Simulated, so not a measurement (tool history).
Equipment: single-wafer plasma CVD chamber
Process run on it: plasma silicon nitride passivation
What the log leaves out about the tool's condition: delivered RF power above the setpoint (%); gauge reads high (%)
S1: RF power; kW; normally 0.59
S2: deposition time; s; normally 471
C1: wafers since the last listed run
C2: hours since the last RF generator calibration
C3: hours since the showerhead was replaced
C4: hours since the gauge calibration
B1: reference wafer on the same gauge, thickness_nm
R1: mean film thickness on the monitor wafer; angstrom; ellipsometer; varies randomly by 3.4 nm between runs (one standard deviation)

run	hour	S1	S2	C1	C2	C3	C4	B1	R1
1	0	0.59	471	0	874	3974	1320.2	842.451	8039.26
2	59.3	0.59	471	250	933.3	4033.3	1379.5	841.71	8026.44
3	93.9	0.505	471	145	967.9	4067.9	1414.1	842.124	7706.51
4	146.3	0.59	471	220	1020.3	4120.3	1466.5	842.894	7948.07
5	178.4	0.68	471	135	1052.4	4152.4	1498.6	841.721	8231.74
6	215.6	0.59	471	156	1089.6	4189.6	1535.8	841.194	7973.6
7	253.4	0.655	471	159	1127.4	4227.4	1573.6	841.888	8105.22
8	285.8	0.655	471	136	1159.8	4259.8	1606	842.083	8180.97
9	310.4	0.54	471	103	1184.4	4284.4	1630.6	842.415	7784.69
10	374.6	0.63	471	270	1248.6	4348.6	1694.8	841.107	8054.77
11	402.4	0.63	471	117	1276.4	4376.4	1722.6	840.504	8021.81
12	442.7	0.63	471	169	1316.7	4416.7	1762.9	840.431	8111.21
13	657.5	0.62	471	905	1531.5	4631.5	1977.7	840.703	8007.9
# hour 664.3: gauge calibrated
14	713.6	0.62	471	236	1587.6	4687.6	49.3	840.227	8091.32
15	744.6	0.59	433	130	1618.6	4718.6	80.3	841.642	7280.98
16	815.6	0.59	433	299	1689.6	4789.6	151.3	842.682	7270.14
17	864.8	0.7	412	207	1738.8	4838.8	200.5	842.266	7313.86
18	916.1	0.59	471	216	1790.1	4890.1	251.8	839.885	7976.01
19	1017.6	0.655	471	428	1891.6	4991.6	353.3	840.675	8173.09
20	1186.1	0.515	442	710	2060.1	5160.1	521.8	841.75	7290.49
21	1220	0.68	471	142	2094	5194	555.7	840.814	8217.21
# hour 1243.5: RF generator calibrated
22	1253.3	0.555	394	106	9.8	5227.3	589	842.278	6593.59
23	1284.4	0.475	551	131	40.9	5258.4	620.1	841.713	8925.27
24	1334.4	0.62	471	210	90.9	5308.4	670.1	841.84	8001.87
# hour 1380.3: showerhead replaced
25	1393.5	0.52	471	215	150	13.2	729.2	842.59	7739.87
26	1463.8	0.59	471	296	220.3	83.5	799.5	840.024	7922.18
27	1488.7	0.69	531	105	245.2	108.4	824.4	842.428	9288.37
28	1528	0.7	415	165	284.5	147.7	863.7	842.909	7271.7
29	1561	0.5	446	139	317.5	180.7	896.7	844.509	7222.01
30	1589.6	0.665	531	120	346.1	209.3	925.3	840.043	9170.14
31	1642.9	0.475	537	224	399.4	262.6	978.6	841.808	8663.17
32	1695.4	0.7	378	221	451.9	315.1	1031.1	839.885	6618.24
33	1750	0.59	471	230	506.5	369.7	1085.7	841.861	7929.49

Take each entry between the runs: how does the hidden state at the last listed run before it differ from the hidden state at the first listed run after it?
Between runs 13 and 14: gauge calibrated (hour 664.3)
  no difference in the tool's unlogged condition between these two runs
Between runs 21 and 22: RF generator calibrated (hour 1243.5)
  no difference in the tool's unlogged condition between these two runs
Between runs 24 and 25: showerhead replaced (hour 1380.3)
  no difference in the tool's unlogged condition between these two runs

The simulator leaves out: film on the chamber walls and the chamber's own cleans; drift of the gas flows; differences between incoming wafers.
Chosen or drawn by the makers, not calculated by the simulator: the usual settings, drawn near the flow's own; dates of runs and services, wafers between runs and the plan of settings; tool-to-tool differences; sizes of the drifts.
